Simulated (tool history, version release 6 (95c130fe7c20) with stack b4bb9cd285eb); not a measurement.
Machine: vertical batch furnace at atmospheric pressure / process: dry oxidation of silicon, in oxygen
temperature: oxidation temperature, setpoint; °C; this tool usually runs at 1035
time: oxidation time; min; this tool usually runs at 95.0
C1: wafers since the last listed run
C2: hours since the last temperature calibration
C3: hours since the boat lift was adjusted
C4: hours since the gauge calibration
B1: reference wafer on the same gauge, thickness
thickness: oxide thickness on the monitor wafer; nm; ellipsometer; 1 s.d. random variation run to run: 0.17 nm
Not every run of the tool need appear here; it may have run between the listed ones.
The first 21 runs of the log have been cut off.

{"run": 22, "hour": 373.4, "temperature": 1035, "time": 52.5, "C1": 316, "C2": 227.9, "C3": 83.7, "C4": 264.6, "B1": 99.0, "thickness": 82.37}
{"run": 23, "hour": 387.9, "temperature": 1020, "time": 47.5, "C1": 197, "C2": 242.4, "C3": 98.2, "C4": 279.1, "B1": 99.0, "thickness": 73.1}
{"run": 24, "hour": 430.2, "temperature": 1035, "time": 95.0, "C1": 576, "C2": 284.7, "C3": 140.5, "C4": 321.4, "B1": 98.99, "thickness": 109.85}
{"run": 25, "hour": 451.1, "temperature": 1018, "time": 125.5, "C1": 285, "C2": 305.6, "C3": 161.4, "C4": 342.3, "B1": 98.99, "thickness": 114.01}
{"run": 26, "hour": 464.3, "temperature": 1035, "time": 95.0, "C1": 180, "C2": 318.8, "C3": 174.6, "C4": 355.5, "B1": 98.97, "thickness": 109.77}
{"run": 27, "hour": 478.7, "temperature": 1035, "time": 95.0, "C1": 196, "C2": 333.2, "C3": 189.0, "C4": 369.9, "B1": 99.0, "thickness": 109.96}
{"run": 28, "hour": 524.7, "temperature": 1035, "time": 95.0, "C1": 627, "C2": 379.2, "C3": 235.0, "C4": 415.9, "B1": 98.98, "thickness": 109.86}
{"run": 29, "hour": 544.4, "temperature": 1035, "time": 111.0, "C1": 268, "C2": 398.9, "C3": 254.7, "C4": 435.6, "B1": 99.02, "thickness": 119.11}
{"run": 30, "hour": 564.5, "temperature": 1028, "time": 95.0, "C1": 274, "C2": 419.0, "C3": 274.8, "C4": 455.7, "B1": 98.98, "thickness": 105.17}
{"run": 31, "hour": 583.7, "temperature": 1048, "time": 80.5, "C1": 261, "C2": 438.2, "C3": 294.0, "C4": 474.9, "B1": 99.01, "thickness": 109.33}
{"run": 32, "hour": 601.7, "temperature": 1017, "time": 63.5, "C1": 245, "C2": 456.2, "C3": 312.0, "C4": 492.9, "B1": 99.02, "thickness": 81.06}
{"run": 33, "hour": 611.2, "temperature": 1048, "time": 124.5, "C1": 129, "C2": 465.7, "C3": 321.5, "C4": 502.4, "B1": 98.97, "thickness": 138.3}
{"run": 34, "hour": 619.8, "temperature": 1042, "time": 48.5, "C1": 117, "C2": 474.3, "C3": 330.1, "C4": 511.0, "B1": 99.03, "thickness": 82.73}
{"run": 35, "hour": 636.9, "temperature": 1011, "time": 95.0, "C1": 233, "C2": 491.4, "C3": 347.2, "C4": 528.1, "B1": 99.01, "thickness": 94.31}
{"run": 36, "hour": 657.2, "temperature": 1058, "time": 73.5, "C1": 276, "C2": 511.7, "C3": 367.5, "C4": 548.4, "B1": 99.0, "thickness": 111.0}
{"run": 37, "hour": 671.8, "temperature": 1055, "time": 58.0, "C1": 199, "C2": 526.3, "C3": 382.1, "C4": 563.0, "B1": 99.04, "thickness": 96.61}
{"run": 38, "hour": 685.2, "temperature": 1042, "time": 95.0, "C1": 182, "C2": 539.7, "C3": 395.5, "C4": 576.4, "B1": 99.0, "thickness": 114.96}

5 options for the next run, each taken on its own from the tool as it stands now. Forecast them:
{"run": "A", "hour": 690.8, "temperature": 1035, "time": 95.0, "C1": 76, "C2": 545.3, "C3": 401.1, "C4": 582.0, "B1": "?", "thickness": "?"}
{"run": "B", "hour": 690.8, "temperature": 1035, "time": 130.5, "C1": 76, "C2": 545.3, "C3": 401.1, "C4": 582.0, "B1": "?", "thickness": "?"}
{"run": "C", "hour": 690.8, "temperature": 1059, "time": 121.5, "C1": 76, "C2": 545.3, "C3": 401.1, "C4": 582.0, "B1": "?", "thickness": "?"}
{"run": "D", "hour": 690.8, "temperature": 1045, "time": 58.0, "C1": 76, "C2": 545.3, "C3": 401.1, "C4": 582.0, "B1": "?", "thickness": "?"}
{"run": "E", "hour": 690.8, "temperature": 1022, "time": 55.5, "C1": 76, "C2": 545.3, "C3": 401.1, "C4": 582.0, "B1": "?", "thickness": "?"}

run=A B1=98.97 thickness=109.84
run=B B1=98.97 thickness=130.34
run=C B1=98.97 thickness=146.50
run=D B1=98.97 thickness=91.24
run=E B1=98.97 thickness=78.56
With no hidden state in the tool, these same runs would have given:
run=A thickness=110.15
run=B thickness=130.73
run=C thickness=146.93
run=D thickness=91.48
run=E thickness=78.75
